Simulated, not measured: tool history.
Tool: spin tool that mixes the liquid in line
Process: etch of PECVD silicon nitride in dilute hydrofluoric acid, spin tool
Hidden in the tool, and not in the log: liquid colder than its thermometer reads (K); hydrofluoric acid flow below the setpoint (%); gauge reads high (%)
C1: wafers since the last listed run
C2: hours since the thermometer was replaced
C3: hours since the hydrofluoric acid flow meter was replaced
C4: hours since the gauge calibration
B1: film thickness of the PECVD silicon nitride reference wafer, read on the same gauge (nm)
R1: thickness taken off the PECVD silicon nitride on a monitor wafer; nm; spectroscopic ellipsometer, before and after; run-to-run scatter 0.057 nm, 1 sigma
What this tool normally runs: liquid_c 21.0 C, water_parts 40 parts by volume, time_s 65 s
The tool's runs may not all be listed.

Run 1, hour 0.0: usual settings but time_s 55 s; C1 0; C2 432.3; C3 85.8; C4 607.3; B1 140.00. Result: R1 5.48 nm.
Run 2, hour 68.0: usual settings; C1 850; C2 500.3; C3 153.8; C4 675.3; B1 139.98. Result: R1 6.49 nm.
Run 3, hour 113.1: usual settings; C1 564; C2 545.4; C3 198.9; C4 720.4; B1 140.03. Result: R1 6.37 nm.
Run 4, hour 152.6: usual settings; C1 494; C2 584.9; C3 238.4; C4 759.9; B1 140.02. Result: R1 6.32 nm.
Run 5, hour 194.4: usual settings but water_parts 50 parts by volume; C1 522; C2 626.7; C3 280.2; C4 801.7; B1 139.98. Result: R1 5.04 nm.
Run 6, hour 257.9: usual settings; C1 794; C2 690.2; C3 343.7; C4 865.2; B1 140.01. Result: R1 6.12 nm.
Run 7, hour 306.7: usual settings but water_parts 25 parts by volume; C1 610; C2 739.0; C3 392.5; C4 914.0; B1 139.98. Result: R1 9.56 nm.
Run 8, hour 342.2: usual settings but water_parts 25 parts by volume; C1 444; C2 774.5; C3 428.0; C4 949.5; B1 140.01. Result: R1 9.49 nm.
Run 9, hour 399.2: usual settings but water_parts 25 parts by volume; C1 712; C2 831.5; C3 485.0; C4 1006.5; B1 140.02. Result: R1 9.45 nm.
At hour 467.7: thermometer replaced.
At hour 482.1: hydrofluoric acid flow meter replaced.
Run 10, hour 551.2: usual settings but time_s 40 s; C1 1876; C2 83.5; C3 69.1; C4 1158.5; B1 140.00. Result: R1 4.16 nm.
Run 11, hour 600.8: usual settings but time_s 40 s; C1 620; C2 133.1; C3 118.7; C4 1208.1; B1 139.99. Result: R1 4.18 nm.
Run 12, hour 669.0: usual settings but liquid_c 19.5 C; C1 853; C2 201.3; C3 186.9; C4 1276.3; B1 140.02. Result: R1 5.95 nm.
Run 13, hour 733.2: usual settings; C1 803; C2 265.5; C3 251.1; C4 1340.5; B1 139.98. Result: R1 6.55 nm.
At hour 734.6: gauge calibrated.
Run 14, hour 791.4: usual settings but liquid_c 19.5 C, water_parts 45 parts by volume, time_s 75 s; C1 727; C2 323.7; C3 309.3; C4 56.8; B1 140.01. Result: R1 5.98 nm.
Run 15, hour 831.5: usual settings but time_s 80 s; C1 501; C2 363.8; C3 349.4; C4 96.9; B1 140.01. Result: R1 7.83 nm.
Run 16, hour 877.3: usual settings but liquid_c 19.0 C, time_s 35 s; C1 572; C2 409.6; C3 395.2; C4 142.7; B1 140.01. Result: R1 2.97 nm.
Run 17, hour 935.2: usual settings but water_parts 25 parts by volume; C1 724; C2 467.5; C3 453.1; C4 200.6; B1 139.99. Result: R1 9.76 nm.
At hour 969.7: hydrofluoric acid flow meter replaced.
Run 18, hour 980.9: usual settings but liquid_c 17.0 C, water_parts 30 parts by volume; C1 559; C2 513.2; C3 11.2; C4 246.3; B1 139.98. Result: R1 6.56 nm.
Run 19, hour 1038.0: usual settings but liquid_c 24.0 C, water_parts 35 parts by volume, time_s 25 s; C1 714; C2 570.3; C3 68.3; C4 303.4; B1 139.99. Result: R1 3.55 nm.
Run 20, hour 1109.3: usual settings; C1 891; C2 641.6; C3 139.6; C4 374.7; B1 139.97. Result: R1 6.37 nm.
Run 21, hour 1160.8: usual settings; C1 644; C2 693.1; C3 191.1; C4 426.2; B1 140.00. Result: R1 6.30 nm.
Run 22, hour 1194.2: usual settings but liquid_c 23.5 C, water_parts 30 parts by volume, time_s 45 s; C1 417; C2 726.5; C3 224.5; C4 459.6; B1 140.01. Result: R1 6.85 nm.
Run 23, hour 1225.5: usual settings; C1 391; C2 757.8; C3 255.8; C4 490.9; B1 139.99. Result: R1 6.10 nm.
Run 24, hour 1288.1: usual settings but water_parts 30 parts by volume; C1 783; C2 820.4; C3 318.4; C4 553.5; B1 140.00. Result: R1 8.04 nm.
Run 25, hour 1340.1: usual settings but liquid_c 17.0 C, water_parts 55 parts by volume, time_s 30 s; C1 650; C2 872.4; C3 370.4; C4 605.5; B1 139.98. Result: R1 1.54 nm.

For each entry between runs, how does the tool's hidden state at the last listed run before it compare with that at the first listed run after it?
Between runs 9 and 10: thermometer replaced (hour 467.7); hydrofluoric acid flow meter replaced (hour 482.1)
  liquid colder than its thermometer reads (K): 1 -> 0.127; hydrofluoric acid flow below the setpoint (%): 9.82 -> 1.36
  measured minus no-state result, R1: -1.74 -> -0.09 nm
Between runs 13 and 14: gauge calibrated (hour 734.6)
  liquid colder than its thermometer reads (K): 0.303 -> 0.359; hydrofluoric acid flow below the setpoint (%): 4.9 -> 6.03
  measured minus no-state result, R1: -0.47 -> -0.53 nm
Between runs 17 and 18: hydrofluoric acid flow meter replaced (hour 969.7)
  liquid colder than its thermometer reads (K): 0.498 -> 0.542; hydrofluoric acid flow below the setpoint (%): 8.82 -> 1.89
  measured minus no-state result, R1: -1.29 -> -0.39 nm
